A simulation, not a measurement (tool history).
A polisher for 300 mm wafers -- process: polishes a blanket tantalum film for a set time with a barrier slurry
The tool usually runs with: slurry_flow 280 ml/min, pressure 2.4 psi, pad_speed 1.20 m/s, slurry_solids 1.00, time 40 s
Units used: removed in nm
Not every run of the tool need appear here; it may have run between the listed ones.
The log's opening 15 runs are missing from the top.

run,hour,slurry_flow,pressure,pad_speed,slurry_solids,time,wafers since the last listed run,wafers polished on this pad,hours since the slurry nozzle was cleaned,hours since the head pressure was calibrated,hours since the slurry blender was calibrated,"incoming thickness of the incoming film, nm",removed
16,1069.0,280,3.0,1.56,1.00,53,705,3082,260.9,233.1,236.0,265.5,194.7
17,1109.4,280,2.2,0.86,1.00,40,422,3505,301.3,273.5,276.4,265.0,64.7
18,1147.8,340,2.1,0.92,0.75,40,401,3906,339.7,311.9,314.8,270.1,62.5
# hour 1201.1: worn pad replaced by a new one
19,1201.6,215,2.4,1.32,1.00,40,520,4,393.5,365.7,368.6,271.7,113.4
20,1267.1,280,2.0,1.20,1.00,40,684,689,459.0,431.2,434.1,266.4,88.8
# hour 1287.2: slurry nozzle cleaned
# hour 1299.4: slurry blender recalibrated
21,1308.3,280,2.4,1.20,1.00,40,399,1089,21.1,472.4,8.9,275.1,99.7
22,1335.5,380,2.4,1.08,0.80,35,284,1373,48.3,499.6,36.1,267.7,76.0
23,1390.8,280,2.4,1.42,0.80,40,578,1951,103.6,554.9,91.4,269.3,107.8
24,1456.8,280,2.6,0.96,1.00,40,690,2641,169.6,620.9,157.4,273.4,82.2
25,1509.7,280,2.7,1.20,1.20,40,553,3195,222.5,673.8,210.3,264.7,109.3
26,1568.0,225,2.4,0.96,0.80,40,609,3804,280.8,732.1,268.6,269.6,69.4
27,1595.7,335,2.4,1.08,1.30,40,289,4094,308.5,759.8,296.3,272.6,92.5
# hour 1629.6: worn pad replaced by a new one
28,1642.1,335,2.4,1.20,1.10,40,443,130,354.9,806.2,342.7,268.1,109.8
29,1691.5,280,3.0,1.42,1.00,40,516,647,404.3,855.6,392.1,267.5,140.8
# hour 1734.5: slurry blender recalibrated
# hour 1744.3: slurry nozzle cleaned
30,1753.3,280,2.4,1.20,1.00,40,614,1262,9.0,917.4,18.8,272.6,98.0

Each row is a separate what-if for the run after 30, all from the same tool condition, not one after another. Results?
A,1753.7,280,2.4,1.20,1.00,40,4,1266,9.4,917.8,19.2,274.1,?
B,1753.7,320,2.9,1.20,1.00,40,4,1266,9.4,917.8,19.2,274.1,?
C,1753.7,280,1.9,1.20,1.00,40,4,1266,9.4,917.8,19.2,274.1,?
D,1753.7,280,2.2,0.78,1.25,35,4,1266,9.4,917.8,19.2,274.1,?

run,removed
A,99.2
B,115.5
C,84.4
D,55.9
With the hidden condition removed and each run's random variation left untouched, the same runs would have given:
run,removed
A,108.9
B,126.8
C,92.6
D,61.3

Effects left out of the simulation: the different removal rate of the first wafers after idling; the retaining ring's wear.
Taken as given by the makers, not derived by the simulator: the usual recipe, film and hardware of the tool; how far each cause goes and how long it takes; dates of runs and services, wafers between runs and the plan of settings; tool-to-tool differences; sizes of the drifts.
